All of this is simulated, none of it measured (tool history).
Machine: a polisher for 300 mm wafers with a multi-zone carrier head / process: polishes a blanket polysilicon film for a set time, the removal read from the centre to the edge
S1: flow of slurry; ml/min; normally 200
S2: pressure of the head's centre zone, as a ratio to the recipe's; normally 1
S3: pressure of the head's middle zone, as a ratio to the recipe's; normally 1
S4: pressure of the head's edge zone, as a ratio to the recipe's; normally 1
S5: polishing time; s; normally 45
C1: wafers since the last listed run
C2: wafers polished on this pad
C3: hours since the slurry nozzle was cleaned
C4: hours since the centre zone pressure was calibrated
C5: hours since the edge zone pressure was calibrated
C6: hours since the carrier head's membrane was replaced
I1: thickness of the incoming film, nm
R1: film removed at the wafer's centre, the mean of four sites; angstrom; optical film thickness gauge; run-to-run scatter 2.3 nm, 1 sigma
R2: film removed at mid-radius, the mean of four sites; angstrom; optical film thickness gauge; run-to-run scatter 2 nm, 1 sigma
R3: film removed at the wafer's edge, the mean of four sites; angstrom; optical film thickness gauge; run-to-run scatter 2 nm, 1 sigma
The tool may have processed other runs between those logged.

run   hour   S1    S2    S3    S4  S5   C1    C2     C3     C4     C5     C6      I1    R1    R2    R3
  1      0  200     1  0.95     1  49    0  1395   44.4    328    380  302.5  1172.7  2294  2229  2338
  2     14  170     1  1.11  1.04  37  209  1604   58.4    342    394  316.5    1179  1668  1922  1745
  3   26.9  265  1.08  1.11     1  45  192  1797   71.3  354.9  406.9  329.4  1169.8  2373  2438  2204
  4   48.8  220   0.9  0.95     1  58  327  2124   93.2  376.8  428.8  351.3  1172.4  2491  2706  2826
  5   79.7  165  1.04  0.97     1  45  461  2586  124.1  407.7  459.7  382.2    1177  2139  2073  2061
  6  103.2  200     1     1     1  45  351  2937  147.6  431.2  483.2  405.7  1192.1  2151  2140  2095
  7  128.6  220     1     1     1  53  379  3317    173  456.6  508.6  431.1  1167.2  2554  2570  2493
  8  141.1  200     1  1.08     1  45  186  3504  185.5  469.1  521.1  443.6  1159.5  2109  2322  2095
  9  157.6  150  0.89  0.94  1.04  45  246  3750    202  485.6  537.6  460.1  1192.8  1779  1944  2075
 10  182.2  200     1     1  0.89  45  367  4118  226.6  510.2  562.2  484.7  1186.5  2112  2156  2026
     198.2  -- worn pad replaced by a new one
 11  219.9  200     1     1  0.93  50  503   323  264.3  547.9  599.9  522.4  1181.1  2406  2466  2369
 12  249.8  200  0.97     1  1.06  45  446   770  294.2  577.8  629.8  552.3    1188  2061  2213  2247
 13    282  200  0.88     1  0.93  57  481  1251  326.4    610    662  584.5  1181.3  2339  2804  2665
 14  328.8  200     1     1     1  45  699  1951  373.2  656.8  708.8  631.3  1191.8  2107  2173  2136
 15  356.3  200     1     1     1  45  411  2362  400.7  684.3  736.3  658.8    1182  2142  2170  2133
 16    371  160  1.12     1     1  45  219  2582  415.4    699    751  673.5  1178.3  2285  2091  2046
 17  398.2  200  0.88     1  0.93  57  406  2988  442.6  726.2  778.2  700.7    1183  2360  2713  2627
 18  427.7  200     1     1     1  45  440  3429  472.1  755.7  807.7  730.2    1194  2132  2194  2125
 19  455.7  235     1  0.89     1  32  418  3848  500.1  783.7  835.7  758.2  1168.1  1532  1399  1521
     476.6  -- worn pad replaced by a new one
 20  483.6  200     1  1.03     1  45  357   104    528  811.6  863.6  786.1  1177.6  2257  2303  2184
 21    496  240  0.93  1.08     1  60  185   289  540.4    824    876  798.5  1187.8  2752  3273  2920
 22    519  200     1     1     1  45  343   633  563.4    847    899  821.5    1175  2186  2185  2199

Forecast each of these 5 alternatives for the next run:
  A  519.4  200     1     1     1  45   5  639  563.8  847.4  899.4  821.9  1183.3   ?   ?   ?
  B  519.4  165     1     1     1  45   5  639  563.8  847.4  899.4  821.9  1183.3   ?   ?   ?
  C  519.4  150     1     1  1.06  37   5  639  563.8  847.4  899.4  821.9  1183.3   ?   ?   ?
  D  519.4  200     1  0.91     1  45   5  639  563.8  847.4  899.4  821.9  1183.3   ?   ?   ?
  E  519.4  200  1.07     1     1  55   5  639  563.8  847.4  899.4  821.9  1183.3   ?   ?   ?

run    R1    R2    R3
  A  2171  2249  2151
  B  2102  2185  2106
  C  1697  1768  1746
  D  2169  2078  2153
  E  2840  2748  2628
The same runs, with their run-to-run variation unchanged, on a tool lacking any hidden condition would have given:
run    R1    R2    R3
  A  2210  2290  2190
  B  2140  2225  2144
  C  1728  1800  1778
  D  2209  2116  2192
  E  2892  2798  2676

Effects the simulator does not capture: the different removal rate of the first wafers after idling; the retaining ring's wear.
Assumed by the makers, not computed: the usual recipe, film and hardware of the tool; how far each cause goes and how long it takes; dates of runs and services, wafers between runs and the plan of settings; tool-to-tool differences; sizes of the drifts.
